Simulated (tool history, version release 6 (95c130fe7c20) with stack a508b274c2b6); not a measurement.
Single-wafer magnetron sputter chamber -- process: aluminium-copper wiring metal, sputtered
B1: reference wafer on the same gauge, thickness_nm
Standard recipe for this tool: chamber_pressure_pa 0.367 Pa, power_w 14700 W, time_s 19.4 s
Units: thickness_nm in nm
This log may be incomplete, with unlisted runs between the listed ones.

{"run": 1, "hour": 0.0, "chamber_pressure_pa": 0.367, "power_w": 15550, "time_s": 19.4, "B1": 613.775, "thickness_nm": 542.304}
{"run": 2, "hour": 74.2, "chamber_pressure_pa": 0.367, "power_w": 14700, "time_s": 16.5, "B1": 614.026, "thickness_nm": 434.78}
{"run": 3, "hour": 167.6, "chamber_pressure_pa": 0.367, "power_w": 14700, "time_s": 16.5, "B1": 613.893, "thickness_nm": 433.495}
{"run": 4, "hour": 227.3, "chamber_pressure_pa": 0.367, "power_w": 14700, "time_s": 16.5, "B1": 614.072, "thickness_nm": 431.992}
{"run": 5, "hour": 273.8, "chamber_pressure_pa": 0.367, "power_w": 14700, "time_s": 19.4, "B1": 614.008, "thickness_nm": 505.808}
{"run": 6, "hour": 508.2, "chamber_pressure_pa": 0.367, "power_w": 14700, "time_s": 19.4, "B1": 614.108, "thickness_nm": 520.664}
{"run": 7, "hour": 605.3, "chamber_pressure_pa": 0.367, "power_w": 14700, "time_s": 19.4, "B1": 613.946, "thickness_nm": 518.986}
{"run": 8, "hour": 706.2, "chamber_pressure_pa": 0.367, "power_w": 14700, "time_s": 19.4, "B1": 614.013, "thickness_nm": 517.74}
{"run": 9, "hour": 754.2, "chamber_pressure_pa": 0.367, "power_w": 14700, "time_s": 19.4, "B1": 614.128, "thickness_nm": 515.01}
{"run": 10, "hour": 1039.1, "chamber_pressure_pa": 0.367, "power_w": 14700, "time_s": 19.4, "B1": 614.176, "thickness_nm": 523.494}
{"run": 11, "hour": 1097.0, "chamber_pressure_pa": 0.367, "power_w": 14700, "time_s": 19.4, "B1": 613.775, "thickness_nm": 522.935}
{"run": 12, "hour": 1203.1, "chamber_pressure_pa": 0.367, "power_w": 14700, "time_s": 19.4, "B1": 614.002, "thickness_nm": 521.317}
{"run": 13, "hour": 1255.3, "chamber_pressure_pa": 0.367, "power_w": 14700, "time_s": 19.4, "B1": 614.22, "thickness_nm": 508.37}
{"run": 14, "hour": 1356.9, "chamber_pressure_pa": 0.367, "power_w": 14700, "time_s": 19.4, "B1": 613.708, "thickness_nm": 508.03}
{"run": 15, "hour": 1415.8, "chamber_pressure_pa": 0.367, "power_w": 14700, "time_s": 19.4, "B1": 613.622, "thickness_nm": 506.681}
{"run": 16, "hour": 1523.1, "chamber_pressure_pa": 0.367, "power_w": 14700, "time_s": 19.4, "B1": 614.231, "thickness_nm": 521.486}
{"run": 17, "hour": 1560.4, "chamber_pressure_pa": 0.435, "power_w": 15900, "time_s": 23.2, "B1": 613.955, "thickness_nm": 639.434}
{"run": 18, "hour": 1627.2, "chamber_pressure_pa": 0.367, "power_w": 13100, "time_s": 19.4, "B1": 613.996, "thickness_nm": 463.555}
{"run": 19, "hour": 1713.9, "chamber_pressure_pa": 0.27, "power_w": 13400, "time_s": 20.4, "B1": 613.895, "thickness_nm": 532.832}
{"run": 20, "hour": 1800.2, "chamber_pressure_pa": 0.367, "power_w": 14700, "time_s": 19.4, "B1": 613.826, "thickness_nm": 517.439}
{"run": 21, "hour": 1888.6, "chamber_pressure_pa": 0.367, "power_w": 14700, "time_s": 19.4, "B1": 613.757, "thickness_nm": 518.817}
{"run": 22, "hour": 1956.6, "chamber_pressure_pa": 0.269, "power_w": 14700, "time_s": 19.4, "B1": 613.991, "thickness_nm": 554.732}
{"run": 23, "hour": 2063.5, "chamber_pressure_pa": 0.42, "power_w": 18200, "time_s": 18, "B1": 614.046, "thickness_nm": 579.309}
{"run": 24, "hour": 2107.5, "chamber_pressure_pa": 0.323, "power_w": 13050, "time_s": 15.8, "B1": 613.868, "thickness_nm": 391.211}
{"run": 25, "hour": 2199.6, "chamber_pressure_pa": 0.367, "power_w": 14700, "time_s": 16.5, "B1": 614.026, "thickness_nm": 445.747}
{"run": 26, "hour": 2305.5, "chamber_pressure_pa": 0.269, "power_w": 14700, "time_s": 19.4, "B1": 614.127, "thickness_nm": 562.7}
{"run": 27, "hour": 2402.8, "chamber_pressure_pa": 0.256, "power_w": 14700, "time_s": 22.3, "B1": 614.231, "thickness_nm": 647.818}
{"run": 28, "hour": 2459.7, "chamber_pressure_pa": 0.222, "power_w": 11300, "time_s": 17.8, "B1": 614.114, "thickness_nm": 403.35}
{"run": 29, "hour": 2498.4, "chamber_pressure_pa": 0.367, "power_w": 17450, "time_s": 19.4, "B1": 614.383, "thickness_nm": 605.664}
{"run": 30, "hour": 2586.4, "chamber_pressure_pa": 0.367, "power_w": 14700, "time_s": 19.4, "B1": 614.263, "thickness_nm": 509.098}
{"run": 31, "hour": 2627.4, "chamber_pressure_pa": 0.313, "power_w": 14700, "time_s": 21.3, "B1": 614.111, "thickness_nm": 584.328}
{"run": 32, "hour": 2695.0, "chamber_pressure_pa": 0.367, "power_w": 14700, "time_s": 19.4, "B1": 613.881, "thickness_nm": 507.429}
{"run": 33, "hour": 2902.0, "chamber_pressure_pa": 0.258, "power_w": 14700, "time_s": 15.6, "B1": 613.873, "thickness_nm": 453.752}

Put back what was entered between runs (9 entries, withheld): which listed runs does each sit between, and how does the hidden state differ from the listed run before to the listed run after?
Run 5 -> run 6: sputter target and shields replaced (hour 284.9)
  deposition rate above that of a new target (%): -2.82 -> -0.358; true argon pressure above the setpoint (%): -4.59 -> -5.7
  measured less the result without the state, thickness_nm: -7.844 -> +6.656 nm
Run 9 -> run 10: sputter target and shields replaced (hour 838.1)
  deposition rate above that of a new target (%): -1.51 -> -0.438; true argon pressure above the setpoint (%): -6.37 -> -6.78
  measured less the result without the state, thickness_nm: +1.599 -> +7.886 nm
Run 11 -> run 12: magnet pack replaced (hour 1106.8)
  deposition rate above that of a new target (%): -0.618 -> -1.07; true argon pressure above the setpoint (%): -6.83 -> -6.92
  measured less the result without the state, thickness_nm: +7.023 -> +4.79 nm
Run 12 -> run 13: capacitance manometer re-zeroed and calibrated (hour 1236.4)
  deposition rate above that of a new target (%): -1.07 -> -1.34; true argon pressure above the setpoint (%): -6.92 -> 0.339
  measured less the result without the state, thickness_nm: +4.79 -> -7.432 nm
Run 15 -> run 16: sputter target and shields replaced (hour 1522.6)
  deposition rate above that of a new target (%): -2.43 -> -0.141; true argon pressure above the setpoint (%): -2.04 -> -3.2
  measured less the result without the state, thickness_nm: -9.565 -> +4.057 nm
Run 22 -> run 23: sputter target and shields replaced (hour 2058)
  deposition rate above that of a new target (%): -1.42 -> -0.0638; true argon pressure above the setpoint (%): -5.77 -> -6.09
  measured less the result without the state, thickness_nm: -2.216 -> +11.696 nm
Run 25 -> run 26: gauge calibrated (hour 2219.6)
  deposition rate above that of a new target (%): -0.2 -> -0.479; true argon pressure above the setpoint (%): -6.4 -> -6.58
  measured less the result without the state, thickness_nm: +7.281 -> +3.898 nm
Run 27 -> run 28: capacitance manometer re-zeroed and calibrated (hour 2458.4)
  deposition rate above that of a new target (%): -0.87 -> -1.16; true argon pressure above the setpoint (%): -6.71 -> -0.809
  measured less the result without the state, thickness_nm: +1.447 -> -4.321 nm
Run 32 -> run 33: sputter target and shields replaced (hour 2707.3)
  deposition rate above that of a new target (%): -2.82 -> -0.539; true argon pressure above the setpoint (%): -4.17 -> -5.91
  measured less the result without the state, thickness_nm: -8.478 -> +1.992 nm

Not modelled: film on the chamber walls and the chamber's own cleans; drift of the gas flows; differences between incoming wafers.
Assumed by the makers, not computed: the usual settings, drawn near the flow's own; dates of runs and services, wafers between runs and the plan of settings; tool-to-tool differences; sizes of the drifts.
